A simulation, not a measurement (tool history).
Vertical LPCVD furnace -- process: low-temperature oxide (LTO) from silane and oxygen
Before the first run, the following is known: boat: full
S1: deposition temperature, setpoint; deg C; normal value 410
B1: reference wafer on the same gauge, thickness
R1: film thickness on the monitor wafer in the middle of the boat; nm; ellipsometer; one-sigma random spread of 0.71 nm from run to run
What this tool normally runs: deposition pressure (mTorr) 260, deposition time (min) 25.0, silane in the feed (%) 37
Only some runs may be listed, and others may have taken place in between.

run 1 hour=0.0 | S1=410 deposition_pressure_(mTorr)=280 deposition_time_(min)=25.0 silane_in_the_feed_(%)=37 | B1=271.10 | R1=327.66
run 2 hour=25.7 | S1=410 deposition_pressure_(mTorr)=280 deposition_time_(min)=25.0 silane_in_the_feed_(%)=37 | B1=271.07 | R1=327.27
run 3 hour=73.9 | S1=410 deposition_pressure_(mTorr)=260 deposition_time_(min)=25.0 silane_in_the_feed_(%)=37 | B1=270.98 | R1=303.15
run 4 hour=110.9 | S1=410 deposition_pressure_(mTorr)=260 deposition_time_(min)=25.0 silane_in_the_feed_(%)=37 | B1=271.03 | R1=304.03
run 5 hour=182.0 | S1=410 deposition_pressure_(mTorr)=260 deposition_time_(min)=25.0 silane_in_the_feed_(%)=37 | B1=271.05 | R1=303.46
run 6 hour=230.8 | S1=410 deposition_pressure_(mTorr)=260 deposition_time_(min)=25.0 silane_in_the_feed_(%)=37 | B1=271.04 | R1=302.96
run 7 hour=254.8 | S1=410 deposition_pressure_(mTorr)=260 deposition_time_(min)=25.0 silane_in_the_feed_(%)=37 | B1=270.94 | R1=302.35
run 8 hour=294.7 | S1=410 deposition_pressure_(mTorr)=305 deposition_time_(min)=18.0 silane_in_the_feed_(%)=37 | B1=270.89 | R1=255.69
run 9 hour=351.5 | S1=410 deposition_pressure_(mTorr)=260 deposition_time_(min)=32.0 silane_in_the_feed_(%)=37 | B1=270.95 | R1=387.77
run 10 hour=380.5 | S1=410 deposition_pressure_(mTorr)=260 deposition_time_(min)=32.0 silane_in_the_feed_(%)=37 | B1=271.06 | R1=385.61
run 11 hour=413.9 | S1=410 deposition_pressure_(mTorr)=260 deposition_time_(min)=32.0 silane_in_the_feed_(%)=37 | B1=271.14 | R1=388.06
run 12 hour=448.5 | S1=410 deposition_pressure_(mTorr)=260 deposition_time_(min)=25.0 silane_in_the_feed_(%)=37 | B1=271.06 | R1=302.58
run 13 hour=540.9 | S1=410 deposition_pressure_(mTorr)=260 deposition_time_(min)=25.0 silane_in_the_feed_(%)=37 | B1=270.92 | R1=300.33
run 14 hour=552.3 | S1=410 deposition_pressure_(mTorr)=320 deposition_time_(min)=25.0 silane_in_the_feed_(%)=43 | B1=270.89 | R1=443.84
run 15 hour=590.7 | S1=410 deposition_pressure_(mTorr)=260 deposition_time_(min)=20.5 silane_in_the_feed_(%)=37 | B1=270.97 | R1=247.59
run 16 hour=638.6 | S1=410 deposition_pressure_(mTorr)=260 deposition_time_(min)=25.0 silane_in_the_feed_(%)=37 | B1=271.01 | R1=305.25
run 17 hour=744.8 | S1=410 deposition_pressure_(mTorr)=260 deposition_time_(min)=25.0 silane_in_the_feed_(%)=37 | B1=270.96 | R1=305.10
run 18 hour=791.0 | S1=410 deposition_pressure_(mTorr)=315 deposition_time_(min)=18.0 silane_in_the_feed_(%)=37 | B1=270.99 | R1=266.36
run 19 hour=835.6 | S1=410 deposition_pressure_(mTorr)=305 deposition_time_(min)=25.0 silane_in_the_feed_(%)=33 | B1=271.13 | R1=310.00
run 20 hour=900.1 | S1=413 deposition_pressure_(mTorr)=240 deposition_time_(min)=22.0 silane_in_the_feed_(%)=35 | B1=271.04 | R1=239.30
run 21 hour=969.6 | S1=421 deposition_pressure_(mTorr)=280 deposition_time_(min)=25.0 silane_in_the_feed_(%)=37 | B1=270.97 | R1=364.30
run 22 hour=988.0 | S1=402 deposition_pressure_(mTorr)=280 deposition_time_(min)=25.0 silane_in_the_feed_(%)=40 | B1=270.93 | R1=328.14
run 23 hour=1012.6 | S1=415 deposition_pressure_(mTorr)=260 deposition_time_(min)=25.0 silane_in_the_feed_(%)=35 | B1=270.92 | R1=296.57
run 24 hour=1083.1 | S1=410 deposition_pressure_(mTorr)=260 deposition_time_(min)=25.0 silane_in_the_feed_(%)=37 | B1=271.01 | R1=300.58
run 25 hour=1111.4 | S1=410 deposition_pressure_(mTorr)=260 deposition_time_(min)=19.0 silane_in_the_feed_(%)=37 | B1=270.94 | R1=229.24
run 26 hour=1175.5 | S1=407 deposition_pressure_(mTorr)=200 deposition_time_(min)=29.5 silane_in_the_feed_(%)=32 | B1=270.89 | R1=218.34
run 27 hour=1214.6 | S1=419 deposition_pressure_(mTorr)=260 deposition_time_(min)=25.0 silane_in_the_feed_(%)=44 | B1=271.14 | R1=403.60
run 28 hour=1256.5 | S1=410 deposition_pressure_(mTorr)=260 deposition_time_(min)=25.0 silane_in_the_feed_(%)=37 | B1=270.83 | R1=302.08
run 29 hour=1319.3 | S1=410 deposition_pressure_(mTorr)=260 deposition_time_(min)=25.0 silane_in_the_feed_(%)=37 | B1=270.97 | R1=302.60
run 30 hour=1349.2 | S1=400 deposition_pressure_(mTorr)=245 deposition_time_(min)=17.5 silane_in_the_feed_(%)=41 | B1=270.93 | R1=202.01
run 31 hour=1409.9 | S1=410 deposition_pressure_(mTorr)=260 deposition_time_(min)=25.0 silane_in_the_feed_(%)=37 | B1=270.93 | R1=300.29

Taken out of this log: 4 entries between the listed runs. Where each belongs, and how the hidden state differs across it:
Runs 12 to 13: silane flow controller replaced (hour 540.4)
  true tube temperature minus thermocouple reading, K: 1.61 -> 1.62; true pressure minus gauge reading, mTorr: -3.8 -> -4.29
  what was measured, less what the result would be without the hidden state, R1: +0.82 -> +0.28 nm
Runs 15 to 16: pressure gauge zeroed (hour 638.1)
  true pressure minus gauge reading, mTorr: -4.56 -> -0.019
  what was measured, less what the result would be without the hidden state, R1: -0.02 -> +5.33 nm
Runs 20 to 21: thermocouples replaced and temperature profile calibrated (hour 969.1)
  true tube temperature minus thermocouple reading, K: 1.66 -> 0.0988; true pressure minus gauge reading, mTorr: -0.132 -> -0.2
  what was measured, less what the result would be without the hidden state, R1: +4.14 -> +0.12 nm
Runs 23 to 24: gauge calibrated (hour 1054.6)
  true tube temperature minus thermocouple reading, K: 0.176 -> 0.294; true pressure minus gauge reading, mTorr: -0.25 -> -0.345
  what was measured, less what the result would be without the hidden state, R1: +0.28 -> +0.56 nm
